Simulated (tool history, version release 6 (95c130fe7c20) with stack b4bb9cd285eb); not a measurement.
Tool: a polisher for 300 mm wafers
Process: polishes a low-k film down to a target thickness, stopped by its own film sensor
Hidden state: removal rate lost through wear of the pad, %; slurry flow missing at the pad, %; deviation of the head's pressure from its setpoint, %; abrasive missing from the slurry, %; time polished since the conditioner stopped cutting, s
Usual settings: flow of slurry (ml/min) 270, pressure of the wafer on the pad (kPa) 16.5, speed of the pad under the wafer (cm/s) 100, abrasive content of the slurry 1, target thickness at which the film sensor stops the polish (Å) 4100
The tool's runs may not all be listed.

run   hour  flow of slurry (ml/min)  pressure of the wafer on the pad (kPa)  speed of the pad under the wafer (cm/s)  abrasive content of the slurry  target thickness at which the film sensor stops the polish (Å)  wafers since the last listed run  wafers polished on this pad  hours since the slurry nozzle was cleaned  hours since the head pressure was calibrated  hours since the slurry blender was calibrated  hours since the conditioning disc was replaced  incoming thickness of the incoming film, nm  time until the film sensor stopped the polish (s)
  1      0                      270                                    16.5                                      100                               1                                                            4100                                 0                          123                                      118.1                                         305.8                                          135.8                                             176                                        480.8                                                200
  2   27.9                      270                                    16.5                                      100                               1                                                            4100                               285                          409                                        146                                         333.7                                          163.7                                           203.9                                        478.7                                              194.6
      32.2  -- slurry blender recalibrated
  3   51.7                      270                                    16.5                                      100                               1                                                            4100                               223                          632                                      169.8                                         357.5                                           19.5                                           227.7                                        473.6                                              183.2
  4     83                      270                                    16.5                                      100                               1                                                            4100                               320                          953                                      201.1                                         388.8                                           50.8                                             259                                        478.7                                              194.2
  5     96                      270                                    16.5                                      100                               1                                                            4100                               133                         1087                                      214.1                                         401.8                                           63.8                                             272                                        477.7                                              189.9
     107.5  -- slurry nozzle cleaned
     170.9  -- worn pad replaced by a new one
     176.6  -- slurry blender recalibrated
  6  202.5                      270                                    16.5                                      100                               1                                                            4100                              1019                          303                                         95                                         508.3                                           25.9                                           378.5                                        470.4                                              161.8
  7  233.7                      270                                    16.5                                      100                             0.9                                                            4100                               319                          623                                      126.2                                         539.5                                           57.1                                           409.7                                        479.8                                              205.8
  8  252.7                      270                                    16.5                                      100                             0.9                                                            4100                               194                          817                                      145.2                                         558.5                                           76.1                                           428.7                                        481.4                                              212.7
  9  270.5                      270                                    16.5                                      100                             0.9                                                            4100                               182                         1000                                        163                                         576.3                                           93.9                                           446.5                                        479.5                                              205.1
 10  282.5                      270                                    18.6                                      100                             1.2                                                            4100                               122                         1123                                        175                                         588.3                                          105.9                                           458.5                                        486.2                                              171.8
     304.4  -- slurry nozzle cleaned
 11    307                      315                                    16.5                                      100                               1                                                            4000                               240                         1364                                        2.6                                         612.8                                          130.4                                             483                                          482                                              214.5
 12  325.8                      270                                    16.5                                      100                               1                                                            3870                               192                         1556                                       21.4                                         631.6                                          149.2                                           501.8                                          484                                              258.4
     331.7  -- worn pad replaced by a new one
     335.6  -- slurry blender recalibrated
 13  349.9                      210                                    13.1                                      100                            0.75                                                            3950                               185                          165                                       45.5                                         655.7                                           14.3                                           525.9                                        480.4                                              357.7
 14  363.7                      195                                    19.3                                      100                               1                                                            4100                               141                          307                                       59.3                                         669.5                                           28.1                                           539.7                                        486.1                                              183.9
 15  375.8                      270                                    16.5                                      100                               1                                                            4100                               124                          431                                       71.4                                         681.6                                           40.2                                           551.8                                        473.4                                              170.8
     393.8  -- conditioning disc replaced and pad reconditioned
 16  401.4                      305                                    16.5                                      120                               1                                                            4100                               241                          673                                         97                                         707.2                                           65.8                                             7.6                                        469.4                                              137.4
 17  426.7                      270                                    16.5                                       70                            0.85                                                            4100                               259                          932                                      122.3                                         732.5                                           91.1                                            32.9                                        477.1                                              258.2
     456.9  -- head pressure recalibrated
 18  460.2                      210                                    13.1                                      100                            0.75                                                            3950                               322                         1255                                      155.8                                           3.3                                          124.6                                            66.4                                        483.3                                              387.5
     492.6  -- slurry blender recalibrated
       497  -- worn pad replaced by a new one
     523.3  -- slurry nozzle cleaned
 19  528.7                      230                                    16.5                                      116                             0.9                                                            4210                               630                          314                                        5.4                                          71.8                                           36.1                                           134.9                                        479.5                                                149
 20  556.9                      270                                    16.5                                      120                               1                                                            4100                               289                          603                                       33.6                                           100                                           64.3                                           163.1                                        486.7                                              178.3
 21    581                      270                                    16.5                                      100                               1                                                            4100                               247                          850                                       57.7                                         124.1                                           88.4                                           187.2                                        486.1                                              206.6
 22  593.5                      340                                    16.5                                      112                            1.25                                                            4290                               128                          979                                       70.2                                         136.6                                          100.9                                           199.7                                        480.6                                              113.2
 23  624.8                      270                                      20                                       82                               1                                                            4100                               320                         1299                                      101.5                                         167.9                                          132.2                                             231                                          475                                              168.9
       642  -- slurry blender recalibrated
 24  657.8                      310                                    16.5                                       80                               1                                                            4100                               317                         1617                                      134.5                                         200.9                                           15.8                                             264                                        478.3                                              218.5

Some steps in time until the film sensor stopped the polish (s) between neighbouring runs. How much of each would the tool show without its hidden state too (settings, what came in, random variation), and how much is left for the hidden state, with any gauge scatter that isn't in both results?
Run 13 -> 14: flow of slurry (ml/min) 210 -> 195, pressure of the wafer on the pad (kPa) 13.1 -> 19.3, abrasive content of the slurry 0.75 -> 1, target thickness at which the film sensor stops the polish (Å) 3950 -> 4100. time until the film sensor stopped the polish (s) -173.8: hidden state -3, all else -170.8.
Run 17 -> 18: flow of slurry (ml/min) 270 -> 210, pressure of the wafer on the pad (kPa) 16.5 -> 13.1, speed of the pad under the wafer (cm/s) 70 -> 100, abrasive content of the slurry 0.85 -> 0.75, target thickness at which the film sensor stops the polish (Å) 4100 -> 3950, head pressure recalibrated. time until the film sensor stopped the polish (s) +129.3: hidden state +11.1, all else +118.2.
Run 18 -> 19: flow of slurry (ml/min) 210 -> 230, pressure of the wafer on the pad (kPa) 13.1 -> 16.5, speed of the pad under the wafer (cm/s) 100 -> 116, abrasive content of the slurry 0.75 -> 0.9, target thickness at which the film sensor stops the polish (Å) 3950 -> 4210, slurry blender recalibrated, worn pad replaced by a new one, slurry nozzle cleaned. time until the film sensor stopped the polish (s) -238.5: hidden state -20.8, all else -217.7.

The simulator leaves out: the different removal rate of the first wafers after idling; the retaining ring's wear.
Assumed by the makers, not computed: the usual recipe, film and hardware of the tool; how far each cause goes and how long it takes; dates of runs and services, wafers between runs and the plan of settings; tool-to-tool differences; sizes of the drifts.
